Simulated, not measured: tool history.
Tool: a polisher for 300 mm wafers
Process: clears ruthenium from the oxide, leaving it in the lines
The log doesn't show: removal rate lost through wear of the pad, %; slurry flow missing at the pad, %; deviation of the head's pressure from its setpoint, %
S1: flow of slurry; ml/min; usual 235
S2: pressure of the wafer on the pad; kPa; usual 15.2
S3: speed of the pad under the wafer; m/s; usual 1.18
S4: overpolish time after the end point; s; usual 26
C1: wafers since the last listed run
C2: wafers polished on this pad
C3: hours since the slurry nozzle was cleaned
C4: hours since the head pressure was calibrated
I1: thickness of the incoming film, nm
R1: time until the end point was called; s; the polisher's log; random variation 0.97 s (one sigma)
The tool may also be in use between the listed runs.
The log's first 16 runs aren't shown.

run   hour   S1    S2    S3  S4  C1    C2     C3     C4     I1     R1
 17  220.9  235  15.2  1.18  26  39   693  305.2  494.7  206.0  132.6
     227.4  -- slurry nozzle cleaned
 18  229.7  155  15.2  1.32  10  40   734    2.3  503.5  206.1  117.4
 19  238.4  235  15.2  1.18  26  45   779   11.0  512.2  207.6  123.0
 20  244.7  235  10.3  1.58  12  32   812   17.3  518.5  202.5  133.7
 21  251.7  210  12.4  1.18  33  36   848   24.3  525.5  207.9  155.1
 22  261.5  235  15.2  1.18  20  51   900   34.1  535.3  205.7  122.8
 23  268.8  260  10.3  1.04  21  38   938   41.4  542.6  206.8  205.4
 24  277.9  235  15.2  1.34  22  47   985   50.5  551.7  201.0  106.2
     280.4  -- head pressure recalibrated
 25  291.9  195  13.1  0.90  26  62  1048   64.5   11.5  203.9  192.7
 26  299.7  185  19.3  1.50  31  40  1089   72.3   19.3  208.3   81.7
     311.1  -- worn pad replaced by a new one
 27  313.1  235  15.2  1.18  26  49    10   85.7   32.7  203.8  113.4
 28  325.2  170  15.2  1.18  26  63    73   97.8   44.8  204.1  117.4
 29  341.7  205  20.0  1.54  32  86   159  114.3   61.3  203.5   67.2
 30  349.0  235  15.2  0.86  26  38   197  121.6   68.6  202.6  157.5
 31  361.3  270  15.2  1.18  26  64   262  133.9   80.9  203.3  113.5
 32  374.5  235  15.2  1.18  26  68   330  147.1   94.1  202.9  116.3
 33  391.0  235  15.2  1.18  26  86   417  163.6  110.6  203.8  119.0
 34  401.8  235  15.2  0.78  30  56   473  174.4  121.4  202.6  182.4

4 ways to go on from here, each from the tool as it stands after run 34. What would each give?
  A  402.3  235  15.2  1.18  26   2  476  174.9  121.9  202.0   ?
  B  402.3  235  12.4  1.18  12   2  476  174.9  121.9  202.0   ?
  C  402.3  215  12.4  1.02  34   2  476  174.9  121.9  202.0   ?
  D  402.3  235  12.4  1.18  26   2  476  174.9  121.9  202.0   ?

run     R1
  A  120.4
  B  147.2
  C  172.4
  D  147.2
Without the tool's hidden state the same runs would have given:
run     R1
  A  112.9
  B  138.0
  C  161.3
  D  138.0

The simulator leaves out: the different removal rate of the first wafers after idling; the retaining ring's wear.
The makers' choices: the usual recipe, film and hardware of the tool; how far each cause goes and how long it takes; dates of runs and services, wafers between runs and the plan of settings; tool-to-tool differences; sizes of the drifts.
